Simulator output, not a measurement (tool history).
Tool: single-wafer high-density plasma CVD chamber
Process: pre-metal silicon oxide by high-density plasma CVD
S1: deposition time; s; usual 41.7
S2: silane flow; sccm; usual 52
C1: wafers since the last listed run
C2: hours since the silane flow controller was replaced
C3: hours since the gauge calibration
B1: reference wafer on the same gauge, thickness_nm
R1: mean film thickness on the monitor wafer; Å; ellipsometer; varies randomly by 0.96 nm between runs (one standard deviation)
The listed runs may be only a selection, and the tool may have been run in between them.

{"run": 1, "hour": 0.0, "S1": 41.7, "S2": 49, "C1": 0, "C2": 4278.9, "C3": 30.1, "B1": 206.92, "R1": 1926.18}
{"run": 2, "hour": 17.8, "S1": 41.7, "S2": 49, "C1": 566, "C2": 4296.7, "C3": 47.9, "B1": 206.983, "R1": 1895.58}
{"run": 3, "hour": 27.7, "S1": 41.7, "S2": 49, "C1": 315, "C2": 4306.6, "C3": 57.8, "B1": 206.983, "R1": 1912.17}
{"run": 4, "hour": 37.2, "S1": 41.7, "S2": 52, "C1": 302, "C2": 4316.1, "C3": 67.3, "B1": 206.947, "R1": 2025.81}
{"run": 5, "hour": 47.0, "S1": 41.7, "S2": 52, "C1": 312, "C2": 4325.9, "C3": 77.1, "B1": 207.066, "R1": 2024.78}
{"run": 6, "hour": 56.7, "S1": 41.7, "S2": 52, "C1": 308, "C2": 4335.6, "C3": 86.8, "B1": 206.877, "R1": 2027.07}
{"run": 7, "hour": 73.4, "S1": 41.7, "S2": 52, "C1": 531, "C2": 4352.3, "C3": 103.5, "B1": 207.059, "R1": 2011.72}
{"run": 8, "hour": 82.8, "S1": 41.7, "S2": 52, "C1": 299, "C2": 4361.7, "C3": 112.9, "B1": 206.915, "R1": 2021.89}
{"run": 9, "hour": 98.8, "S1": 45.8, "S2": 52, "C1": 509, "C2": 4377.7, "C3": 128.9, "B1": 206.969, "R1": 2210.64}
{"run": 10, "hour": 108.2, "S1": 41.7, "S2": 50, "C1": 299, "C2": 4387.1, "C3": 138.3, "B1": 207.122, "R1": 1944.87}
{"run": 11, "hour": 115.0, "S1": 41.7, "S2": 50, "C1": 216, "C2": 4393.9, "C3": 145.1, "B1": 206.92, "R1": 1947.61}
{"hour": 129.6, "done": "silane flow controller replaced"}
{"run": 12, "hour": 140.0, "S1": 41.7, "S2": 50, "C1": 541, "C2": 10.4, "C3": 170.1, "B1": 206.989, "R1": 1943.78}
{"run": 13, "hour": 151.3, "S1": 41.7, "S2": 52, "C1": 359, "C2": 21.7, "C3": 181.4, "B1": 206.859, "R1": 2026.08}
{"run": 14, "hour": 160.5, "S1": 41.7, "S2": 52, "C1": 292, "C2": 30.9, "C3": 190.6, "B1": 206.955, "R1": 2022.22}
{"run": 15, "hour": 168.8, "S1": 41.7, "S2": 52, "C1": 264, "C2": 39.2, "C3": 198.9, "B1": 207.048, "R1": 2009.7}
{"hour": 174.0, "done": "gauge calibrated"}
{"run": 16, "hour": 181.2, "S1": 38.6, "S2": 52, "C1": 394, "C2": 51.6, "C3": 7.2, "B1": 206.94, "R1": 1870.56}
{"run": 17, "hour": 198.8, "S1": 34.2, "S2": 42, "C1": 560, "C2": 69.2, "C3": 24.8, "B1": 207.048, "R1": 1340.47}
{"run": 18, "hour": 213.3, "S1": 35.6, "S2": 44, "C1": 461, "C2": 83.7, "C3": 39.3, "B1": 207.171, "R1": 1458.05}
{"run": 19, "hour": 229.2, "S1": 41.7, "S2": 47, "C1": 506, "C2": 99.6, "C3": 55.2, "B1": 207.004, "R1": 1827.37}
{"run": 20, "hour": 244.8, "S1": 41.7, "S2": 52, "C1": 496, "C2": 115.2, "C3": 70.8, "B1": 207.021, "R1": 2025.08}
{"run": 21, "hour": 260.3, "S1": 47.7, "S2": 60, "C1": 493, "C2": 130.7, "C3": 86.3, "B1": 206.817, "R1": 2673.98}
{"run": 22, "hour": 273.0, "S1": 47.6, "S2": 47, "C1": 404, "C2": 143.4, "C3": 99, "B1": 206.957, "R1": 2090.11}
{"run": 23, "hour": 285.8, "S1": 37.2, "S2": 52, "C1": 407, "C2": 156.2, "C3": 111.8, "B1": 206.984, "R1": 1804.92}
{"run": 24, "hour": 295.8, "S1": 34.4, "S2": 52, "C1": 318, "C2": 166.2, "C3": 121.8, "B1": 206.93, "R1": 1679.63}
{"run": 25, "hour": 304.4, "S1": 41.7, "S2": 52, "C1": 273, "C2": 174.8, "C3": 130.4, "B1": 206.903, "R1": 2030.43}
{"run": 26, "hour": 314.9, "S1": 36, "S2": 47, "C1": 334, "C2": 185.3, "C3": 140.9, "B1": 206.828, "R1": 1577.71}
{"run": 27, "hour": 324.4, "S1": 46.5, "S2": 47, "C1": 302, "C2": 194.8, "C3": 150.4, "B1": 206.878, "R1": 2040.23}
{"run": 28, "hour": 331.8, "S1": 48.1, "S2": 57, "C1": 235, "C2": 202.2, "C3": 157.8, "B1": 207.139, "R1": 2558.62}
{"run": 29, "hour": 347.8, "S1": 33.5, "S2": 42, "C1": 509, "C2": 218.2, "C3": 173.8, "B1": 206.94, "R1": 1314.29}

Forecast each of these 5 alternatives for the next run:
{"run": "A", "hour": 348.2, "S1": 41.7, "S2": 52, "C1": 12, "C2": 218.6, "C3": 174.2, "B1": "?", "R1": "?"}
{"run": "B", "hour": 348.2, "S1": 33.8, "S2": 52, "C1": 12, "C2": 218.6, "C3": 174.2, "B1": "?", "R1": "?"}
{"run": "C", "hour": 348.2, "S1": 37.3, "S2": 45, "C1": 12, "C2": 218.6, "C3": 174.2, "B1": "?", "R1": "?"}
{"run": "D", "hour": 348.2, "S1": 49.9, "S2": 42, "C1": 12, "C2": 218.6, "C3": 174.2, "B1": "?", "R1": "?"}
{"run": "E", "hour": 348.2, "S1": 41.7, "S2": 43, "C1": 12, "C2": 218.6, "C3": 174.2, "B1": "?", "R1": "?"}

run=A B1=206.956 R1=2018.16
run=B B1=206.956 R1=1635.82
run=C B1=206.956 R1=1562.2
run=D B1=206.956 R1=1950.59
run=E B1=206.956 R1=1668.86
What these runs would have given with no unlogged condition in the tool:
run=A R1=2018.16
run=B R1=1635.82
run=C R1=1562.2
run=D R1=1950.59
run=E R1=1668.86
